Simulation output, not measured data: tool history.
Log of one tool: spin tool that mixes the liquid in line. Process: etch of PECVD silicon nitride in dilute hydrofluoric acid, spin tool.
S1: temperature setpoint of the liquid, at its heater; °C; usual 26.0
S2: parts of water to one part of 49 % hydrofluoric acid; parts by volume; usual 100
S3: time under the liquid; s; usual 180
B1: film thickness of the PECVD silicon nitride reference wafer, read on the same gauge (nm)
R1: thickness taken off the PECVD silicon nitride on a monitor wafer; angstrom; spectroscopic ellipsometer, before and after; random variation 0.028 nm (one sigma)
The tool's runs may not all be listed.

run,hour,S1,S2,S3,B1,R1
1,0.0,26.0,100,180,120.014,48.38
2,33.4,26.0,100,180,119.988,48.62
3,62.6,26.0,100,180,119.993,48.85
4,82.3,26.0,100,180,120.003,48.88
5,105.7,24.0,80,180,119.993,53.45
6,120.9,24.0,80,180,120.018,53.60
7,144.4,24.0,80,180,119.998,53.29
8,157.8,26.0,65,180,119.982,75.57
9,187.2,26.0,65,180,120.015,75.20
10,210.4,26.0,65,180,119.993,76.06
11,235.5,26.0,100,180,119.978,49.14
12,287.6,26.0,100,180,119.971,49.13
13,307.8,26.0,100,180,119.999,49.17
14,337.8,26.0,100,180,119.980,49.69
# hour 341.7: hydrofluoric acid flow meter replaced
15,355.7,26.0,100,180,120.006,49.72
# hour 357.7: gauge calibrated
16,380.7,28.5,125,265,120.004,68.43
17,399.8,26.0,100,255,119.973,70.01
18,418.5,29.0,60,225,119.986,125.72
19,454.2,27.5,60,270,120.013,136.34
20,488.5,26.0,100,180,120.002,49.22
# hour 501.4: thermometer replaced
21,509.1,30.5,100,180,119.979,73.76
22,535.2,28.5,115,80,119.995,24.91
23,551.3,26.0,100,180,119.973,54.96
24,579.3,26.0,140,180,119.987,39.03
25,614.9,24.5,50,180,120.006,100.08
26,647.7,26.0,85,255,120.015,92.42
27,679.4,24.5,50,180,120.038,101.33
# hour 689.3: thermometer replaced, repeated, since the last time left the tool worse
28,704.9,26.0,100,180,120.004,45.33
29,729.8,29.5,100,180,119.989,57.35
30,751.7,30.0,85,280,119.992,107.30
31,787.3,30.5,130,95,120.018,24.89
32,808.3,26.0,100,180,120.009,46.16
33,833.3,26.0,130,285,120.023,56.39

Measured less the same run without the tool's hidden state. The same run-to-run variation is in both; the gauge's scatter may not be:
The hidden state here: liquid hotter than its thermometer reads (K); hydrofluoric acid flow below the setpoint (%); gauge reads high (%).
run,R1
1,+3.11
2,+3.22
3,+3.29
4,+3.35
5,+3.82
6,+3.86
7,+3.94
8,+5.59
9,+5.65
10,+5.81
11,+3.78
12,+3.89
13,+3.95
14,+4.08
15,+4.14
16,+5.60
17,+5.96
18,+10.82
19,+12.10
20,+4.42
21,+12.80
22,+4.38
23,+9.98
24,+7.01
25,+19.10
26,+17.27
27,+19.61
28,+0.41
29,+0.57
30,+1.21
31,+0.33
32,+0.72
33,+0.92

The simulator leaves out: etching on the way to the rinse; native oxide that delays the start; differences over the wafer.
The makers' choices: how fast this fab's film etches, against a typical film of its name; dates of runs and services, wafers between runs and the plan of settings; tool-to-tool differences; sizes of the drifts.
